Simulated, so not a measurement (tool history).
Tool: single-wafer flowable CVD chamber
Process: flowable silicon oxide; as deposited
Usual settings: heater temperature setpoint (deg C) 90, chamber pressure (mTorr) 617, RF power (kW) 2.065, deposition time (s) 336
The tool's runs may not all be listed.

run	hour	heater temperature setpoint (deg C)	chamber pressure (mTorr)	RF power (kW)	deposition time (s)	read-back reference wafer on the same gauge, thickness_nm	mean film thickness on the monitor wafer (Å)
1	0	90	617	2.065	336	185.993	2005.01
2	62.7	90	617	2.33	336	185.971	2095.79
3	93.5	90	617	2.065	376	186.062	2257.27
4	149.6	90	617	2.065	376	186.019	2272.97
5	196.2	90	617	2.065	376	185.981	2284.79
6	267.8	86	617	2.065	336	185.625	2283.31
7	317.7	90	617	2.065	336	185.568	2030.37
8	344.7	90	617	2.065	336	186.361	2034.19
9	391.6	86	713	2.065	380	186.064	2971.94
10	444.4	90	617	2.065	336	186.058	2029.39
11	631.8	86	680	2.065	395	186.007	2869.91
12	694.5	95	617	2.065	336	185.982	1672.29
13	764.2	90	617	2.22	353	185.958	2113.86
14	788.6	79	520	2.065	336	186.017	2310.1
15	838.4	90	617	2.065	336	185.976	1999.09
16	889.6	90	617	2.065	336	185.611	2003.06
17	921.9	90	617	2.335	356	185.895	2167.4
18	972.8	90	617	2.065	336	185.986	1978.68
19	1002.9	85	617	2.065	271	185.761	1861.9
20	1052	90	617	2.065	336	185.91	1980.47
21	1103.5	100	617	2.065	336	185.777	1420.37
22	1159	90	617	2.27	336	185.78	2043.27
23	1211.7	90	497	2.065	365	185.728	1758.89
24	1276.8	90	735	2.065	372	186.081	2635.71
25	1309.9	83	481	2.065	317	186.254	1833.91
26	1375.1	90	617	1.885	336	185.871	1944.08
27	1412	90	501	2.345	336	186.06	1691.22
28	1479.5	90	617	2.065	336	185.79	2005.77

Taken out of this log: 5 entries between the listed runs. Where each belongs, and how the hidden state differs across it:
Between runs 9 and 10: gauge calibrated (hour 435.9)
  wafer temperature above the value expected at the setpoint (K): -0.885 -> -0.925
  measured less the result without the state, mean film thickness on the monitor wafer (Å): +77.3 -> +53.99
Between runs 10 and 11: capacitance manometer re-zeroed and calibrated (hour 519.5); thermocouple changed; heater temperature recalibrated (hour 550.1); RF generator calibrated (hour 566.5); showerhead replaced (hour 631.3)
  wafer temperature above the value expected at the setpoint (K): -0.925 -> 0.122
  measured less the result without the state, mean film thickness on the monitor wafer (Å): +53.99 -> -10.38

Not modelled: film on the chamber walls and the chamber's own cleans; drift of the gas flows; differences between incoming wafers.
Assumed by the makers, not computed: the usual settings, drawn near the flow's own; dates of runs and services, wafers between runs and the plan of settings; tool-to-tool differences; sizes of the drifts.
